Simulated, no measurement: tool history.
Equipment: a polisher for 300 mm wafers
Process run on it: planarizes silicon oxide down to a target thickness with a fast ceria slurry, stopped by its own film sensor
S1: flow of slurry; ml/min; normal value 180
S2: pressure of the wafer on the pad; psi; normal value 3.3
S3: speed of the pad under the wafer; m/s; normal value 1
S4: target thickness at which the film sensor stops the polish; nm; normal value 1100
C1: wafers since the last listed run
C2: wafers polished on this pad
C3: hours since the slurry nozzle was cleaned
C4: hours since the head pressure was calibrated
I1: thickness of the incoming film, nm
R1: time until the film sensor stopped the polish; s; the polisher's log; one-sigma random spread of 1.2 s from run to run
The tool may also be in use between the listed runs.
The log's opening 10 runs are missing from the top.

run	hour	S1	S2	S3	S4	C1	C2	C3	C4	I1	R1
11	837.7	180	3.3	1	1100	637	641	232.3	1386.8	2560.4	100.3
12	884.4	180	3.3	1	1100	391	1033	279	1433.5	2526.1	99.2
# hour 924.8: head pressure recalibrated
13	955.5	180	3.3	1	1100	579	1612	350.1	30.7	2528	99.7
14	1034.8	180	3.3	1	1100	665	2278	429.4	110	2534.2	104.2
15	1070.8	180	3.3	1	1100	301	2579	465.4	146	2536.4	108.5
16	1121	155	3.3	1	1100	420	3000	515.6	196.2	2555.8	112.7
17	1205.6	195	3.9	1	708	709	3710	600.2	280.8	2543.3	124.2
18	1308.9	180	3.3	0.78	1100	866	4576	703.5	384.1	2550.4	140.5
# hour 1360.7: worn pad replaced by a new one
19	1412.3	135	3.3	0.9	1100	833	432	806.9	487.5	2578.5	128.4
# hour 1579.8: slurry nozzle cleaned
20	1707.1	145	4.2	1.22	1373	2463	2896	127.3	782.3	2538.4	62.7
21	1781.3	215	3.3	0.68	1493	622	3518	201.5	856.5	2542.6	97.5
22	1844.4	180	3.3	1	1100	529	4047	264.6	919.6	2531.1	106.5
23	1939.3	130	2.4	0.66	895	795	4843	359.5	1014.5	2536.6	226.5
# hour 2010.4: worn pad replaced by a new one
24	2012.5	180	3.3	1	1100	580	17	432.7	1087.7	2547.5	103.6
25	2072.2	180	3.3	1	1100	500	518	492.4	1147.4	2562.9	106.2
# hour 2112.6: head pressure recalibrated
26	2170	160	3.3	1	1100	803	1321	590.2	57.4	2569.2	108.1
27	2446.7	180	3.3	1.14	1100	2320	3642	866.9	334.1	2569	101.3
28	2522.4	150	3.3	0.8	615	634	4277	942.6	409.8	2566.1	193.3
# hour 2551.9: slurry nozzle cleaned
# hour 2589: worn pad replaced by a new one
29	2627.2	180	3.3	1	1100	836	320	75.3	514.6	2496.6	94.3
30	2702.8	130	3.3	1	1100	634	954	150.9	590.2	2563.6	109.7
31	2805.7	180	3.3	1	1100	862	1816	253.8	693.1	2486.9	98
32	2887.6	180	3.3	1	1100	686	2503	335.7	775	2531.6	100.7
33	2991.3	235	4.1	1.16	973	869	3373	439.4	878.7	2558.3	87.3

Predict each of these 4 candidate next runs independently; none follows another, all start after run 33:
A	2991.7	180	3.3	1	1100	3	3376	439.8	879.1	2567.8	?
B	2991.7	205	3.3	1.16	696	3	3376	439.8	879.1	2567.8	?
C	2991.7	180	4	1	1469	3	3376	439.8	879.1	2567.8	?
D	2991.7	180	2.8	1	1100	3	3376	439.8	879.1	2567.8	?

run	R1
A	106.8
B	117.4
C	70.3
D	118.3
Take away the tool's hidden state, keep each run's random variation, and the runs would have read:
run	R1
A	91.9
B	102.2
C	60.5
D	101.9
